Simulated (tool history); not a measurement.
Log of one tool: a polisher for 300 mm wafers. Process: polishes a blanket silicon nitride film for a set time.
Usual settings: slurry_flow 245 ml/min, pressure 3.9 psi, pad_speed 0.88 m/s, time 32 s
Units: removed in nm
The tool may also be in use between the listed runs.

run     day  slurry_flow  pressure  pad_speed  time  wafers since the last listed run  wafers polished on this pad  hours since the slurry nozzle was cleaned  hours since the head pressure was calibrated  incoming thickness of the incoming film, nm  removed
  1       0          245       3.9       0.88    32                                 0                         2332                                      261.8                                         168.7                                        560.2     56.9
  2   3.596          245       3.9       0.88    32                               650                         2982                                      348.1                                           255                                          560       57
      5.033  -- worn pad replaced by a new one
  3   7.325          245       3.9       0.88    32                               644                          414                                      437.6                                         344.5                                        563.7     57.2
  4  10.462          245       3.9       0.88    32                               567                          982                                      512.9                                         419.8                                        552.7     56.7
  5  14.458          245       3.9       0.88    32                               722                         1704                                      608.8                                         515.7                                        557.7     56.6
  6    16.3          270       3.9       0.88    32                               333                         2037                                        653                                         559.9                                        555.5     57.1
       16.4  -- head pressure recalibrated
     19.242  -- slurry nozzle cleaned
  7  19.771          270       3.9       0.88    32                               604                         2642                                       12.7                                          80.9                                        555.4     57.8
     20.033  -- worn pad replaced by a new one
  8  23.958          270       3.9       0.88    32                               727                          709                                      113.2                                         181.4                                        560.5     57.2
  9  27.296          245       3.9       0.88    32                               603                         1313                                      193.3                                         261.5                                        554.8       57
 10  30.588          245       3.9       0.88    32                               595                         1908                                      272.3                                         340.5                                        563.4     57.2
 11  34.883          245       3.9       0.88    32                               776                         2685                                      375.4                                         443.6                                          560     56.8
 12  37.242          290       3.9       0.88    32                               426                         3111                                        432                                         500.2                                        560.8     57.3
     39.042  -- worn pad replaced by a new one, of another model than before
 13  39.242          300       3.3        0.6    24                               331                           36                                        480                                         548.2                                        560.5     31.1

The next listed run, before its measurement:
 14  43.038          295       3.9       0.88    36                               686                          722                                      571.1                                         639.3                                        568.6        ?

{"run 14": {"removed": 63.2}}
Without the tool's hidden state the same run would have given removed 66 nm.
